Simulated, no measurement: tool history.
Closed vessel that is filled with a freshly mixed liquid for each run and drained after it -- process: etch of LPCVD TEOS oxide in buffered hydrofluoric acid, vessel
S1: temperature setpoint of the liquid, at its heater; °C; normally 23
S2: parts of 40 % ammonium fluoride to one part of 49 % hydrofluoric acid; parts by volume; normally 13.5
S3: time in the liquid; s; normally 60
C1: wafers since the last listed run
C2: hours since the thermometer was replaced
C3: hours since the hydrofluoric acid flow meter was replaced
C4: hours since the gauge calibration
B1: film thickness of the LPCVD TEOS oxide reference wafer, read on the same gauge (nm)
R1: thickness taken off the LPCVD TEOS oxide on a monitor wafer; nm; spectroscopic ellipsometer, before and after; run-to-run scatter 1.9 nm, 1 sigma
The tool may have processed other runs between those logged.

{"run": 1, "hour": 0.0, "S1": 23, "S2": 13.5, "S3": 85, "C1": 0, "C2": 269.5, "C3": 414.1, "C4": 289.6, "B1": 120.03, "R1": 292.06}
{"run": 2, "hour": 37.3, "S1": 23, "S2": 13.5, "S3": 85, "C1": 3678, "C2": 306.8, "C3": 451.4, "C4": 326.9, "B1": 119.98, "R1": 284.88}
{"run": 3, "hour": 83.6, "S1": 23, "S2": 13.5, "S3": 85, "C1": 4566, "C2": 353.1, "C3": 497.7, "C4": 373.2, "B1": 119.99, "R1": 282.48}
{"run": 4, "hour": 151.7, "S1": 23, "S2": 13.5, "S3": 60, "C1": 6716, "C2": 421.2, "C3": 565.8, "C4": 441.3, "B1": 120.02, "R1": 203.43}
{"run": 5, "hour": 238.1, "S1": 23, "S2": 13.5, "S3": 60, "C1": 8521, "C2": 507.6, "C3": 652.2, "C4": 527.7, "B1": 120.01, "R1": 196.55}
{"run": 6, "hour": 287.3, "S1": 23, "S2": 13.5, "S3": 60, "C1": 4852, "C2": 556.8, "C3": 701.4, "C4": 576.9, "B1": 120.01, "R1": 198.77}
{"run": 7, "hour": 345.6, "S1": 23, "S2": 13.5, "S3": 60, "C1": 5750, "C2": 615.1, "C3": 759.7, "C4": 635.2, "B1": 120, "R1": 198.31}
{"hour": 390.8, "done": "thermometer replaced"}
{"run": 8, "hour": 421.5, "S1": 23, "S2": 13.5, "S3": 60, "C1": 7387, "C2": 30.7, "C3": 835.6, "C4": 711.1, "B1": 120.02, "R1": 195.26}
{"hour": 467.4, "done": "hydrofluoric acid flow meter replaced"}
{"run": 9, "hour": 506.9, "S1": 23, "S2": 13.5, "S3": 60, "C1": 8324, "C2": 116.1, "C3": 39.5, "C4": 796.5, "B1": 120.01, "R1": 184.35}
{"run": 10, "hour": 574.1, "S1": 23, "S2": 13.5, "S3": 40, "C1": 6628, "C2": 183.3, "C3": 106.7, "C4": 863.7, "B1": 120, "R1": 121.65}
{"run": 11, "hour": 639.7, "S1": 23, "S2": 15, "S3": 60, "C1": 6470, "C2": 248.9, "C3": 172.3, "C4": 929.3, "B1": 120, "R1": 163.33}
{"hour": 648.9, "done": "hydrofluoric acid flow meter replaced, repeated, since the last time left the tool worse"}
{"run": 12, "hour": 723.1, "S1": 23, "S2": 13.5, "S3": 90, "C1": 8127, "C2": 332.3, "C3": 74.2, "C4": 1012.7, "B1": 120.02, "R1": 313.96}
{"run": 13, "hour": 805.2, "S1": 24.5, "S2": 13.5, "S3": 60, "C1": 8097, "C2": 414.4, "C3": 156.3, "C4": 1094.8, "B1": 120, "R1": 226.83}
{"run": 14, "hour": 892.0, "S1": 23, "S2": 13.5, "S3": 45, "C1": 8561, "C2": 501.2, "C3": 243.1, "C4": 1181.6, "B1": 119.99, "R1": 156.75}
{"run": 15, "hour": 931.4, "S1": 18, "S2": 16, "S3": 60, "C1": 3886, "C2": 540.6, "C3": 282.5, "C4": 1221, "B1": 119.99, "R1": 133.07}
{"hour": 969.9, "done": "thermometer replaced"}
{"run": 16, "hour": 1029.7, "S1": 23, "S2": 13.5, "S3": 60, "C1": 9596, "C2": 59.8, "C3": 380.8, "C4": 1319.3, "B1": 119.99, "R1": 207.76}
{"run": 17, "hour": 1124.9, "S1": 23, "S2": 13.5, "S3": 60, "C1": 9389, "C2": 155, "C3": 476, "C4": 1414.5, "B1": 119.99, "R1": 203.43}
{"hour": 1145.6, "done": "gauge calibrated"}
{"run": 18, "hour": 1164.7, "S1": 25.5, "S2": 10.5, "S3": 50, "C1": 3925, "C2": 194.8, "C3": 515.8, "C4": 19.1, "B1": 120.01, "R1": 246.7}
{"run": 19, "hour": 1269.4, "S1": 20, "S2": 8, "S3": 90, "C1": 10326, "C2": 299.5, "C3": 620.5, "C4": 123.8, "B1": 120, "R1": 410.83}
{"run": 20, "hour": 1371.8, "S1": 20, "S2": 18, "S3": 70, "C1": 10099, "C2": 401.9, "C3": 722.9, "C4": 226.2, "B1": 120.01, "R1": 147.19}
{"hour": 1395.5, "done": "hydrofluoric acid flow meter replaced"}
{"hour": 1459.0, "done": "thermometer replaced"}
{"run": 21, "hour": 1479.8, "S1": 23, "S2": 13.5, "S3": 60, "C1": 10455, "C2": 20.8, "C3": 84.3, "C4": 334.2, "B1": 119.99, "R1": 211.39}

4 options for the next run, each taken on its own from the tool as it stands now. Forecast them:
{"run": "A", "hour": 1480.5, "S1": 23, "S2": 13.5, "S3": 60, "C1": 69, "C2": 21.5, "C3": 85, "C4": 334.9, "B1": "?", "R1": "?"}
{"run": "B", "hour": 1480.5, "S1": 21, "S2": 10, "S3": 30, "C1": 69, "C2": 21.5, "C3": 85, "C4": 334.9, "B1": "?", "R1": "?"}
{"run": "C", "hour": 1480.5, "S1": 18.5, "S2": 8, "S3": 60, "C1": 69, "C2": 21.5, "C3": 85, "C4": 334.9, "B1": "?", "R1": "?"}
{"run": "D", "hour": 1480.5, "S1": 26, "S2": 16, "S3": 45, "C1": 69, "C2": 21.5, "C3": 85, "C4": 334.9, "B1": "?", "R1": "?"}

run=A B1=120.04 R1=211.19
run=B B1=120.04 R1=126.77
run=C B1=120.04 R1=267.3
run=D B1=120.04 R1=157.84
With no hidden state in the tool, these same runs would have given:
run=A R1=213.23
run=B R1=127.97
run=C R1=270.16
run=D R1=159.36
